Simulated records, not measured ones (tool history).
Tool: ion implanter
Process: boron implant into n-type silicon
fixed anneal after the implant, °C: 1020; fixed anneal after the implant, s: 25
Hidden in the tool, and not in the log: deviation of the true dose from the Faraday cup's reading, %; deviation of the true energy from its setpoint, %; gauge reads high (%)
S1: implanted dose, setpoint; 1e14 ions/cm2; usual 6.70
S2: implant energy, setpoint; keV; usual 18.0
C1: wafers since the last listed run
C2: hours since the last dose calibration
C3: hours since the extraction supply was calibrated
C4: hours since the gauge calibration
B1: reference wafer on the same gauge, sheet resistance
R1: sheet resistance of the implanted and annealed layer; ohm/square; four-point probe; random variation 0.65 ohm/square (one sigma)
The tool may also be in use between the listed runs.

| run | hour | S1 | S2 | C1 | C2 | C3 | C4 | B1 | R1 |
|---|---|---|---|---|---|---|---|---|---|
| 1 | 0.0 | 6.70 | 18.0 | 0 | 446.3 | 5498.7 | 1068.1 | 162.11 | 157.07 |
| 2 | 58.3 | 6.70 | 18.0 | 654 | 504.6 | 5557.0 | 1126.4 | 162.24 | 157.18 |
| 3 | 128.6 | 6.70 | 18.0 | 789 | 574.9 | 5627.3 | 1196.7 | 161.99 | 158.35 |
| 4 | 329.9 | 6.70 | 18.0 | 2261 | 776.2 | 5828.6 | 1398.0 | 162.11 | 155.89 |
|  | 424.7 | Faraday cup replaced and dose calibrated |
| 5 | 428.3 | 7.97 | 18.0 | 1015 | 3.6 | 5927.0 | 1496.4 | 161.85 | 139.84 |
| 6 | 515.3 | 7.97 | 18.0 | 977 | 90.6 | 6014.0 | 1583.4 | 161.69 | 138.63 |
| 7 | 555.2 | 6.70 | 18.0 | 448 | 130.5 | 6053.9 | 1623.3 | 162.11 | 160.20 |
| 8 | 602.1 | 6.70 | 18.0 | 526 | 177.4 | 6100.8 | 1670.2 | 162.20 | 159.83 |
| 9 | 676.0 | 6.70 | 18.0 | 830 | 251.3 | 6174.7 | 1744.1 | 162.03 | 159.34 |
| 10 | 725.8 | 6.70 | 18.0 | 559 | 301.1 | 6224.5 | 1793.9 | 162.17 | 158.96 |
| 11 | 805.9 | 6.70 | 18.0 | 899 | 381.2 | 6304.6 | 1874.0 | 162.00 | 158.80 |
| 12 | 881.5 | 6.70 | 18.0 | 849 | 456.8 | 6380.2 | 1949.6 | 162.00 | 157.83 |
|  | 943.0 | extraction supply calibrated |
| 13 | 965.6 | 6.70 | 18.0 | 854 | 540.9 | 22.6 | 2033.7 | 162.11 | 157.66 |
| 14 | 1067.3 | 6.10 | 22.0 | 1142 | 642.6 | 124.3 | 2135.4 | 161.93 | 165.87 |
| 15 | 1135.1 | 6.70 | 18.0 | 761 | 710.4 | 192.1 | 2203.2 | 161.81 | 156.61 |
| 16 | 1197.4 | 6.07 | 13.0 | 699 | 772.7 | 254.4 | 2265.5 | 161.96 | 176.52 |
| 17 | 1240.7 | 6.70 | 20.0 | 486 | 816.0 | 297.7 | 2308.8 | 162.07 | 155.75 |
| 18 | 1305.0 | 7.76 | 18.0 | 722 | 880.3 | 362.0 | 2373.1 | 162.04 | 137.76 |
| 19 | 1363.5 | 5.15 | 22.5 | 657 | 938.8 | 420.5 | 2431.6 | 161.97 | 191.19 |
| 20 | 1464.7 | 8.47 | 15.0 | 1136 | 1040.0 | 521.7 | 2532.8 | 161.95 | 130.25 |
| 21 | 1518.8 | 5.90 | 18.0 | 607 | 1094.1 | 575.8 | 2586.9 | 162.07 | 174.95 |
|  | 1533.8 | Faraday cup replaced and dose calibrated |
| 22 | 1562.6 | 6.70 | 21.0 | 402 | 28.8 | 619.6 | 2630.7 | 161.63 | 159.66 |
| 23 | 1608.3 | 5.55 | 15.0 | 513 | 74.5 | 665.3 | 2676.4 | 161.93 | 192.39 |
| 24 | 1669.9 | 5.39 | 22.5 | 692 | 136.1 | 726.9 | 2738.0 | 161.80 | 189.08 |
| 25 | 1763.3 | 6.70 | 20.0 | 1049 | 229.5 | 820.3 | 2831.4 | 161.63 | 157.87 |
| 26 | 1802.8 | 6.70 | 18.0 | 443 | 269.0 | 859.8 | 2870.9 | 161.80 | 159.23 |
|  | 1844.0 | gauge calibrated |
| 27 | 1868.9 | 5.60 | 21.5 | 742 | 335.1 | 925.9 | 24.9 | 161.89 | 181.59 |
| 28 | 2068.1 | 8.61 | 19.5 | 2237 | 534.3 | 1125.1 | 224.1 | 161.89 | 126.45 |
| 29 | 2143.6 | 5.65 | 24.0 | 848 | 609.8 | 1200.6 | 299.6 | 162.30 | 176.28 |
| 30 | 2192.6 | 6.70 | 12.0 | 550 | 658.8 | 1249.6 | 348.6 | 161.86 | 161.31 |
| 31 | 2276.4 | 6.70 | 20.5 | 941 | 742.6 | 1333.4 | 432.4 | 161.79 | 154.77 |
| 32 | 2326.5 | 6.70 | 18.0 | 562 | 792.7 | 1383.5 | 482.5 | 161.97 | 157.56 |
| 33 | 2382.6 | 6.70 | 21.0 | 630 | 848.8 | 1439.6 | 538.6 | 161.98 | 153.83 |
| 34 | 2435.5 | 6.70 | 18.0 | 594 | 901.7 | 1492.5 | 591.5 | 162.21 | 156.49 |
|  | 2576.1 | Faraday cup replaced and dose calibrated |
| 35 | 2641.3 | 7.99 | 21.5 | 2222 | 65.2 | 1698.3 | 797.3 | 161.99 | 138.17 |
| 36 | 2748.1 | 6.70 | 18.0 | 1199 | 172.0 | 1805.1 | 904.1 | 162.01 | 160.75 |

Forecast each of these 5 alternatives for the next run:
| A | 2748.5 | 6.70 | 14.0 | 4 | 172.4 | 1805.5 | 904.5 | ? | ? |
| B | 2748.5 | 7.88 | 14.0 | 4 | 172.4 | 1805.5 | 904.5 | ? | ? |
| C | 2748.5 | 8.23 | 20.0 | 4 | 172.4 | 1805.5 | 904.5 | ? | ? |
| D | 2748.5 | 8.64 | 23.5 | 4 | 172.4 | 1805.5 | 904.5 | ? | ? |
| E | 2748.5 | 8.24 | 21.0 | 4 | 172.4 | 1805.5 | 904.5 | ? | ? |

| run | B1 | R1 |
|---|---|---|
| A | 162.11 | 164.23 |
| B | 162.11 | 142.82 |
| C | 162.11 | 132.96 |
| D | 162.11 | 125.79 |
| E | 162.11 | 132.25 |
Without the tool's hidden state the same runs would have given:
| run | R1 |
|---|---|
| A | 166.39 |
| B | 144.68 |
| C | 134.71 |
| D | 127.43 |
| E | 133.99 |

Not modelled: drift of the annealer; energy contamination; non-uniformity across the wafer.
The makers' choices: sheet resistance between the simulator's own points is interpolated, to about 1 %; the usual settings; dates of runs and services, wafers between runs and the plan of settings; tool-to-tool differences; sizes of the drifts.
